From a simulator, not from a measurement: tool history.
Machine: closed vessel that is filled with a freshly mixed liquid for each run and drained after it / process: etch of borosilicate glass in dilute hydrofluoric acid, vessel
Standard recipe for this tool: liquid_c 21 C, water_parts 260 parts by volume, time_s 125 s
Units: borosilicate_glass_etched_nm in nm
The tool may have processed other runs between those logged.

run	hour	liquid_c	water_parts	time_s	read-back film thickness of the borosilicate glass reference wafer, read on the same gauge (nm)	borosilicate_glass_etched_nm
1	0	21	175	125	39.98	18.28
2	52.8	21	175	125	39.97	18.99
3	94.3	21	260	100	39.99	9.11
4	162.5	21	260	100	40.01	9.11
5	202	21	260	145	39.97	13.22
6	239.8	21	260	145	40.04	13.2
7	284.2	21	205	125	39.99	15.12
8	318.6	21	205	125	40	15.32
# hour 364: hydrofluoric acid flow meter replaced
# hour 385.6: gauge calibrated
9	385.7	21	260	125	40.03	12.44
10	418.5	21	260	125	40.01	12.22
# hour 426.8: thermometer replaced
11	454.9	21	260	125	40	12.25
12	504.4	21	260	125	40	12.42
13	557.7	21	260	125	40	12.19
14	589.2	18	215	75	40.02	8.2
15	648.2	18	295	165	39.98	12.51
16	701.4	23.5	315	195	40.03	16.34
17	747.8	21	360	105	39.97	6.77
18	794.4	21	260	100	40.01	9.89
19	819	18	260	125	40.01	10.91
20	845.4	21	175	125	39.99	19.5
21	889.3	17	260	125	40.02	10.48
22	919.4	21	260	125	39.99	12
23	1010.4	19.5	175	55	39.98	8
24	1065.5	21	260	125	40.02	12.02

Exercise: give the hidden state of the tool at every run:
liquid hotter than its thermometer reads (K): 0 at every run
gauge reads high (%): 0 at every run
H1: hydrofluoric acid flow below the setpoint (%)
run	H1
1	6.07
2	6.24
3	6.37
4	6.59
5	6.71
6	6.83
7	6.97
8	7.08
9	0.728
10	0.832
11	0.948
12	1.11
13	1.27
14	1.38
15	1.56
16	1.73
17	1.88
18	2.03
19	2.11
20	2.19
21	2.33
22	2.43
23	2.72
24	2.89
